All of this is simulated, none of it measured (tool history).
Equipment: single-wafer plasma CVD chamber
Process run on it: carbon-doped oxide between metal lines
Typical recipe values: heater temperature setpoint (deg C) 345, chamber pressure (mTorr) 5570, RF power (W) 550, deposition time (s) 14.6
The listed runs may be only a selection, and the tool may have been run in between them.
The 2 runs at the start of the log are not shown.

run,hour,heater temperature setpoint (deg C),chamber pressure (mTorr),RF power (W),deposition time (s),"read-back reference wafer on the same gauge, thickness_nm",mean film thickness on the monitor wafer (Å)
3,29.9,345,5570,550,14.6,83.441,808.95
4,43.9,345,5570,585,13,83.291,760.51
5,61,345,5570,585,13,83.266,762.58
6,78.9,345,5570,585,13,83.441,762.32
7,97.8,345,5570,550,14.6,83.297,805.88
8,125.5,345,5570,510,14.6,83.334,743.13
9,139.7,345,5570,550,14.6,83.34,805.91
# hour 174.4: RF generator calibrated
10,174.9,345,5570,550,14.6,83.189,810.84
11,196.5,345,5570,550,14.6,83.263,798.8
12,231.3,345,5570,520,14.6,83.226,768.12
13,264,345,5570,520,14.6,83.238,763.9
14,288.9,345,5570,550,14.6,83.195,806.89
# hour 302.3: gauge calibrated
# hour 311.9: capacitance manometer re-zeroed and calibrated
15,321.5,345,5930,520,14.6,85.356,791.87
# hour 337.2: thermocouple changed; heater temperature recalibrated
16,351.8,360,5570,550,11.9,85.145,649.19
# hour 362.5: showerhead replaced
17,381.5,345,5030,645,14.6,84.942,943.04
18,397.9,345,6860,550,14.6,84.837,834.18
19,412.4,331,5570,640,14.6,84.782,978.76
20,440,345,5570,550,14.6,84.754,809.85
21,476,345,5570,450,14.6,84.387,662.62
22,505.6,345,5570,550,14.6,84.459,819.22
23,541,345,6170,550,16.8,84.237,942.56
24,558,358,5570,610,14.6,84.164,871.52
25,571.9,345,6890,550,14.6,84.103,833.13
26,588.9,345,5570,550,14.6,84.076,821.92
27,622.9,345,6330,585,15.8,84.036,943.85

Run 28, settings as shown, results not yet in. Your forecast:
28,649.8,345,6390,550,11.7,?,?

{"run 28": {"read-back reference wafer on the same gauge, thickness_nm": 83.825, "mean film thickness on the monitor wafer (Å)": 665.4}}
Were there no unlogged condition in the tool, this run, its random variation unchanged, would have produced mean film thickness on the monitor wafer (Å) 678.74.
